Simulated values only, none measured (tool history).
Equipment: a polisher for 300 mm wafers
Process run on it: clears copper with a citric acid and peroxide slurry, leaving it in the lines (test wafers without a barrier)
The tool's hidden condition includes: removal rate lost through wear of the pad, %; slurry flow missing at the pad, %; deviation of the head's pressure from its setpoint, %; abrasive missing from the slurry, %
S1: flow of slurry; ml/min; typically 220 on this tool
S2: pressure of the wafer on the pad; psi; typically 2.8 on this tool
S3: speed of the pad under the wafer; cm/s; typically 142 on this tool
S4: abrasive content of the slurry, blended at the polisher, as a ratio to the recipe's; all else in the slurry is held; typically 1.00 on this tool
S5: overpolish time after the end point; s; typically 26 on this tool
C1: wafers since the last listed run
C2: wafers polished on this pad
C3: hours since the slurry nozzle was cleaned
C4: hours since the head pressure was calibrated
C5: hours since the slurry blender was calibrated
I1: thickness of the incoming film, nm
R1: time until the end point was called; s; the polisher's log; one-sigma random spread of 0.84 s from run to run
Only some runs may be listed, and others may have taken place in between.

| run | day | S1 | S2 | S3 | S4 | S5 | C1 | C2 | C3 | C4 | C5 | I1 | R1 |
|---|---|---|---|---|---|---|---|---|---|---|---|---|---|
| 1 | 0.000 | 220 | 2.8 | 142 | 1.00 | 26 | 0 | 585 | 617.3 | 463.5 | 307.8 | 275.1 | 81.8 |
| 2 | 1.454 | 220 | 2.8 | 142 | 1.00 | 26 | 208 | 794 | 652.2 | 498.4 | 342.7 | 271.3 | 80.9 |
|  | 2.925 | slurry nozzle cleaned |
|  | 3.212 | worn pad replaced by a new one |
|  | 3.292 | slurry blender recalibrated |
| 3 | 3.988 | 220 | 2.8 | 142 | 1.00 | 26 | 322 | 100 | 25.5 | 559.2 | 16.7 | 275.9 | 81.5 |
| 4 | 5.108 | 255 | 2.8 | 142 | 1.00 | 26 | 160 | 260 | 52.4 | 586.1 | 43.6 | 276.3 | 81.4 |
| 5 | 6.812 | 255 | 2.8 | 142 | 1.00 | 26 | 244 | 505 | 93.3 | 627.0 | 84.5 | 275.5 | 81.8 |
| 6 | 9.021 | 220 | 2.8 | 142 | 1.00 | 26 | 316 | 822 | 146.3 | 680.0 | 137.5 | 275.2 | 83.4 |
|  | 10.588 | worn pad replaced by a new one |
| 7 | 16.504 | 220 | 2.8 | 142 | 1.00 | 26 | 1049 | 849 | 325.9 | 859.6 | 317.1 | 271.2 | 79.8 |
|  | 19.242 | worn pad replaced by a new one |
| 8 | 19.262 | 220 | 2.8 | 142 | 1.00 | 26 | 371 | 3 | 392.1 | 925.8 | 383.3 | 274.3 | 81.5 |
|  | 20.171 | slurry blender recalibrated |
| 9 | 22.021 | 220 | 2.8 | 142 | 1.00 | 26 | 383 | 386 | 458.3 | 992.0 | 44.4 | 278.8 | 82.9 |
|  | 23.879 | head pressure recalibrated |
| 10 | 26.817 | 220 | 2.8 | 142 | 1.20 | 22 | 676 | 1063 | 573.4 | 70.5 | 159.5 | 278.5 | 79.5 |
|  | 27.729 | worn pad replaced by a new one |
| 11 | 28.504 | 155 | 2.8 | 142 | 0.70 | 26 | 218 | 111 | 613.9 | 111.0 | 200.0 | 275.9 | 95.3 |
|  | 31.354 | slurry nozzle cleaned |
| 12 | 31.488 | 220 | 2.8 | 142 | 1.00 | 26 | 422 | 533 | 3.2 | 182.6 | 271.6 | 275.2 | 82.2 |
| 13 | 33.288 | 285 | 2.8 | 142 | 1.00 | 26 | 258 | 791 | 46.4 | 225.8 | 314.8 | 274.5 | 80.9 |
|  | 35.717 | worn pad replaced by a new one |
| 14 | 36.062 | 220 | 2.8 | 142 | 1.00 | 26 | 374 | 49 | 113.0 | 292.4 | 381.4 | 270.8 | 81.4 |
|  | 36.712 | slurry blender recalibrated |
| 15 | 37.262 | 220 | 2.8 | 110 | 1.00 | 26 | 160 | 210 | 141.8 | 321.2 | 13.2 | 274.1 | 96.4 |
| 16 | 38.796 | 175 | 2.2 | 142 | 0.75 | 26 | 220 | 430 | 178.6 | 358.0 | 50.0 | 272.5 | 106.4 |
| 17 | 40.092 | 220 | 1.9 | 142 | 1.00 | 39 | 185 | 616 | 209.7 | 389.1 | 81.1 | 275.9 | 109.3 |

What if the next run were any one of these 5? Each begins from the tool's condition after run 17:
| A | 40.112 | 220 | 2.8 | 142 | 1.00 | 26 | 2 | 619 | 210.2 | 389.6 | 81.6 | 272.7 | ? |
| B | 40.112 | 220 | 2.8 | 142 | 1.20 | 26 | 2 | 619 | 210.2 | 389.6 | 81.6 | 272.7 | ? |
| C | 40.112 | 220 | 2.8 | 142 | 1.30 | 26 | 2 | 619 | 210.2 | 389.6 | 81.6 | 272.7 | ? |
| D | 40.112 | 260 | 3.4 | 142 | 1.00 | 26 | 2 | 619 | 210.2 | 389.6 | 81.6 | 272.7 | ? |
| E | 40.112 | 270 | 3.4 | 142 | 1.25 | 16 | 2 | 619 | 210.2 | 389.6 | 81.6 | 272.7 | ? |

| run | R1 |
|---|---|
| A | 80.9 |
| B | 77.8 |
| C | 76.5 |
| D | 67.6 |
| E | 64.2 |
The same runs, with their run-to-run variation unchanged, on a tool lacking any hidden condition would have given:
| run | R1 |
|---|---|
| A | 80.9 |
| B | 77.8 |
| C | 76.5 |
| D | 67.6 |
| E | 64.2 |
